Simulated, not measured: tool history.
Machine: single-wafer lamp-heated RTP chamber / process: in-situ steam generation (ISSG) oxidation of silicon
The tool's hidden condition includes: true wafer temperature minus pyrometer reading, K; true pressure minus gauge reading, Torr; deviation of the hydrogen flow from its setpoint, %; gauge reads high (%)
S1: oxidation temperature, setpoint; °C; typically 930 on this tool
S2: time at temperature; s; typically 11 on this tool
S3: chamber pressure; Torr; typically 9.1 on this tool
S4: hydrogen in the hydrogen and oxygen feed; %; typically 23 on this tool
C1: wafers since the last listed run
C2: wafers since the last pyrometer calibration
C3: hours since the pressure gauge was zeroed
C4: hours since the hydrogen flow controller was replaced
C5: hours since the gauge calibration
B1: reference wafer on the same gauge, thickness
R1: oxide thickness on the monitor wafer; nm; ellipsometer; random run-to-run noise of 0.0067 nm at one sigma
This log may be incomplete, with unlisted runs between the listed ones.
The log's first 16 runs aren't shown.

run	day	S1	S2	S3	S4	C1	C2	C3	C4	C5	B1	R1
17	56.692	930	11	9.1	23	312	1264	3879.6	1212.6	790.3	3.519	3.283
18	59.529	942	8	9.1	30	531	1795	3947.7	1280.7	858.4	3.518	3.229
19	61.475	930	11	8.6	23	364	2159	3994.4	1327.4	905.1	3.522	3.294
20	63.404	930	15	9.1	23	361	2521	4040.7	1373.7	951.4	3.518	3.661
21	65.125	924	11	10.2	19	322	2843	4082	1415	992.7	3.523	3.049
# day 69.717: pressure gauge zeroed
22	77.804	930	13	10.2	19	2312	5155	194.1	1719.3	1297	3.52	3.259
23	79.954	919	14	9.1	18	402	5558	245.7	1770.9	1348.6	3.517	3.289
24	83.379	936	11	9.5	23	641	6199	327.9	1853.1	1430.8	3.519	3.297
# day 85.304: pyrometer window cleaned and pyrometer calibrated
25	94.692	943	7	8.4	23	2056	1757	599.4	2124.6	1702.3	3.517	2.914
26	97.625	915	8	8.7	26	549	2307	669.8	2195	1772.7	3.521	2.982
27	99.521	917	9	9.1	23	355	2662	715.3	2240.5	1818.2	3.52	3.001
28	101.354	913	9	9.1	16	343	3005	759.3	2284.5	1862.2	3.517	2.729
29	103.883	936	11	9.5	23	473	3479	820	2345.2	1922.9	3.521	3.294
30	106.629	913	10	9.9	28	514	3993	885.9	2411.1	1988.8	3.52	3.168
31	108.438	930	14	8.6	23	338	4332	929.3	2454.5	2032.2	3.521	3.588
32	112.221	942	8	9.1	30	708	5040	1020.1	2545.3	2123	3.518	3.232

Here are 3 independent what-if runs from the current tool condition. What would each one return?
A	112.238	930	11	9.1	23	3	5043	1020.5	2545.7	2123.4	?	?
B	112.238	930	13	9.1	29	3	5043	1020.5	2545.7	2123.4	?	?
C	112.238	937	11	8.6	19	3	5043	1020.5	2545.7	2123.4	?	?

run	B1	R1
A	3.52	3.277
B	3.52	3.676
C	3.52	3.192
Without the tool's unlogged condition, the same runs would have read:
run	R1
A	3.277
B	3.676
C	3.192
